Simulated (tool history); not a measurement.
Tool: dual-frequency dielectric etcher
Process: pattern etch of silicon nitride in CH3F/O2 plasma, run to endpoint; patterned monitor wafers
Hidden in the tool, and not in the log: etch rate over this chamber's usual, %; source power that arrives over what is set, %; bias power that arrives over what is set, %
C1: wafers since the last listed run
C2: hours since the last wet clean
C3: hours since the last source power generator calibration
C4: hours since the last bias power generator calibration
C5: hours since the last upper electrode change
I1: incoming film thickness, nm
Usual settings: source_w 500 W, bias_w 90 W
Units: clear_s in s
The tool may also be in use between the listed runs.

{"run": 1, "hour": 0.0, "source_w": 500, "bias_w": 90, "C1": 0, "C2": 372.1, "C3": 3543.2, "C4": 2580.4, "C5": 1513.1, "I1": 76.6, "clear_s": 75.8}
{"run": 2, "hour": 34.7, "source_w": 500, "bias_w": 90, "C1": 235, "C2": 406.8, "C3": 3577.9, "C4": 2615.1, "C5": 1547.8, "I1": 77.3, "clear_s": 76.3}
{"hour": 76.0, "done": "wet clean of the chamber"}
{"run": 3, "hour": 76.5, "source_w": 550, "bias_w": 90, "C1": 120, "C2": 0.5, "C3": 3619.7, "C4": 2656.9, "C5": 1589.6, "I1": 77.1, "clear_s": 70.1}
{"run": 4, "hour": 168.0, "source_w": 550, "bias_w": 90, "C1": 620, "C2": 92.0, "C3": 3711.2, "C4": 2748.4, "C5": 1681.1, "I1": 76.9, "clear_s": 71.6}
{"run": 5, "hour": 192.3, "source_w": 500, "bias_w": 90, "C1": 164, "C2": 116.3, "C3": 3735.5, "C4": 2772.7, "C5": 1705.4, "I1": 76.9, "clear_s": 73.7}
{"run": 6, "hour": 215.7, "source_w": 500, "bias_w": 90, "C1": 158, "C2": 139.7, "C3": 3758.9, "C4": 2796.1, "C5": 1728.8, "I1": 77.2, "clear_s": 73.4}
{"run": 7, "hour": 240.6, "source_w": 500, "bias_w": 90, "C1": 168, "C2": 164.6, "C3": 3783.8, "C4": 2821.0, "C5": 1753.7, "I1": 75.5, "clear_s": 72.4}
{"run": 8, "hour": 271.8, "source_w": 500, "bias_w": 90, "C1": 211, "C2": 195.8, "C3": 3815.0, "C4": 2852.2, "C5": 1784.9, "I1": 76.9, "clear_s": 74.8}
{"run": 9, "hour": 298.6, "source_w": 500, "bias_w": 90, "C1": 181, "C2": 222.6, "C3": 3841.8, "C4": 2879.0, "C5": 1811.7, "I1": 77.3, "clear_s": 75.5}
{"run": 10, "hour": 323.3, "source_w": 540, "bias_w": 90, "C1": 167, "C2": 247.3, "C3": 3866.5, "C4": 2903.7, "C5": 1836.4, "I1": 76.4, "clear_s": 71.6}
{"run": 11, "hour": 340.6, "source_w": 500, "bias_w": 90, "C1": 117, "C2": 264.6, "C3": 3883.8, "C4": 2921.0, "C5": 1853.7, "I1": 77.3, "clear_s": 75.8}
{"hour": 346.4, "done": "source power generator calibrated"}
{"run": 12, "hour": 366.9, "source_w": 500, "bias_w": 77, "C1": 151, "C2": 290.9, "C3": 20.5, "C4": 2947.3, "C5": 1880.0, "I1": 76.6, "clear_s": 80.7}
{"run": 13, "hour": 385.8, "source_w": 500, "bias_w": 77, "C1": 128, "C2": 309.8, "C3": 39.4, "C4": 2966.2, "C5": 1898.9, "I1": 77.5, "clear_s": 81.1}
{"run": 14, "hour": 408.7, "source_w": 500, "bias_w": 77, "C1": 155, "C2": 332.7, "C3": 62.3, "C4": 2989.1, "C5": 1921.8, "I1": 76.5, "clear_s": 80.8}
{"run": 15, "hour": 431.5, "source_w": 500, "bias_w": 90, "C1": 154, "C2": 355.5, "C3": 85.1, "C4": 3011.9, "C5": 1944.6, "I1": 76.7, "clear_s": 75.8}
{"run": 16, "hour": 467.2, "source_w": 500, "bias_w": 104, "C1": 242, "C2": 391.2, "C3": 120.8, "C4": 3047.6, "C5": 1980.3, "I1": 77.3, "clear_s": 71.5}
{"hour": 500.0, "done": "wet clean of the chamber"}
{"hour": 515.5, "done": "upper electrode replaced"}
{"run": 17, "hour": 516.0, "source_w": 500, "bias_w": 104, "C1": 62, "C2": 16.0, "C3": 169.6, "C4": 3096.4, "C5": 0.5, "I1": 76.7, "clear_s": 68.7}
{"run": 18, "hour": 575.7, "source_w": 450, "bias_w": 112, "C1": 404, "C2": 75.7, "C3": 229.3, "C4": 3156.1, "C5": 60.2, "I1": 77.3, "clear_s": 68.8}
{"run": 19, "hour": 603.6, "source_w": 500, "bias_w": 90, "C1": 189, "C2": 103.6, "C3": 257.2, "C4": 3184.0, "C5": 88.1, "I1": 77.0, "clear_s": 74.6}
{"run": 20, "hour": 621.0, "source_w": 460, "bias_w": 76, "C1": 118, "C2": 121.0, "C3": 274.6, "C4": 3201.4, "C5": 105.5, "I1": 76.9, "clear_s": 82.1}
{"run": 21, "hour": 638.6, "source_w": 460, "bias_w": 70, "C1": 119, "C2": 138.6, "C3": 292.2, "C4": 3219.0, "C5": 123.1, "I1": 76.5, "clear_s": 85.8}
{"run": 22, "hour": 653.9, "source_w": 420, "bias_w": 90, "C1": 103, "C2": 153.9, "C3": 307.5, "C4": 3234.3, "C5": 138.4, "I1": 76.0, "clear_s": 77.7}
{"run": 23, "hour": 677.8, "source_w": 500, "bias_w": 77, "C1": 162, "C2": 177.8, "C3": 331.4, "C4": 3258.2, "C5": 162.3, "I1": 75.8, "clear_s": 78.5}
{"hour": 684.4, "done": "bias power generator calibrated"}
{"run": 24, "hour": 700.9, "source_w": 500, "bias_w": 90, "C1": 129, "C2": 200.9, "C3": 354.5, "C4": 16.5, "C5": 185.4, "I1": 76.1, "clear_s": 74.3}
{"run": 25, "hour": 715.2, "source_w": 400, "bias_w": 77, "C1": 97, "C2": 215.2, "C3": 368.8, "C4": 30.8, "C5": 199.7, "I1": 76.6, "clear_s": 86.2}
{"run": 26, "hour": 727.3, "source_w": 500, "bias_w": 90, "C1": 82, "C2": 227.3, "C3": 380.9, "C4": 42.9, "C5": 211.8, "I1": 76.7, "clear_s": 74.9}
{"run": 27, "hour": 739.5, "source_w": 450, "bias_w": 112, "C1": 82, "C2": 239.5, "C3": 393.1, "C4": 55.1, "C5": 224.0, "I1": 76.8, "clear_s": 69.9}
{"run": 28, "hour": 770.6, "source_w": 390, "bias_w": 77, "C1": 210, "C2": 270.6, "C3": 424.2, "C4": 86.2, "C5": 255.1, "I1": 77.1, "clear_s": 88.1}
{"run": 29, "hour": 802.2, "source_w": 550, "bias_w": 71, "C1": 214, "C2": 302.2, "C3": 455.8, "C4": 117.8, "C5": 286.7, "I1": 76.5, "clear_s": 81.4}
{"run": 30, "hour": 817.4, "source_w": 500, "bias_w": 90, "C1": 103, "C2": 317.4, "C3": 471.0, "C4": 133.0, "C5": 301.9, "I1": 75.9, "clear_s": 75.2}
{"run": 31, "hour": 851.8, "source_w": 500, "bias_w": 90, "C1": 233, "C2": 351.8, "C3": 505.4, "C4": 167.4, "C5": 336.3, "I1": 76.2, "clear_s": 75.5}
{"run": 32, "hour": 871.1, "source_w": 430, "bias_w": 98, "C1": 130, "C2": 371.1, "C3": 524.7, "C4": 186.7, "C5": 355.6, "I1": 76.9, "clear_s": 77.2}
{"run": 33, "hour": 901.0, "source_w": 610, "bias_w": 111, "C1": 202, "C2": 401.0, "C3": 554.6, "C4": 216.6, "C5": 385.5, "I1": 75.9, "clear_s": 64.3}
{"run": 34, "hour": 921.7, "source_w": 440, "bias_w": 71, "C1": 140, "C2": 421.7, "C3": 575.3, "C4": 237.3, "C5": 406.2, "I1": 76.6, "clear_s": 88.7}
{"hour": 962.8, "done": "wet clean of the chamber"}
{"run": 35, "hour": 963.3, "source_w": 590, "bias_w": 107, "C1": 119, "C2": 0.5, "C3": 616.9, "C4": 278.9, "C5": 447.8, "I1": 76.6, "clear_s": 62.0}

Hidden state or all else? Some run-to-run changes of clear_s, split into what the settings, what came in and random variation would give without the hidden state, and what is left for the hidden state (with any gauge scatter that isn't in both results):
Run 2 -> 3: source_w 500 -> 550, wet clean of the chamber. clear_s -6.2 s: hidden state -3.5, all else -2.7.
Run 16 -> 17: wet clean of the chamber, upper electrode replaced. clear_s -2.8 s: hidden state -2.7, all else -0.1.
Run 27 -> 28: source_w 450 -> 390, bias_w 112 -> 77. clear_s +18.2 s: hidden state +1.0, all else +17.2.
Run 33 -> 34: source_w 610 -> 440, bias_w 111 -> 71. clear_s +24.4 s: hidden state +1.6, all else +22.8.
Run 34 -> 35: source_w 440 -> 590, bias_w 71 -> 107, wet clean of the chamber. clear_s -26.7 s: hidden state -5.3, all else -21.4.

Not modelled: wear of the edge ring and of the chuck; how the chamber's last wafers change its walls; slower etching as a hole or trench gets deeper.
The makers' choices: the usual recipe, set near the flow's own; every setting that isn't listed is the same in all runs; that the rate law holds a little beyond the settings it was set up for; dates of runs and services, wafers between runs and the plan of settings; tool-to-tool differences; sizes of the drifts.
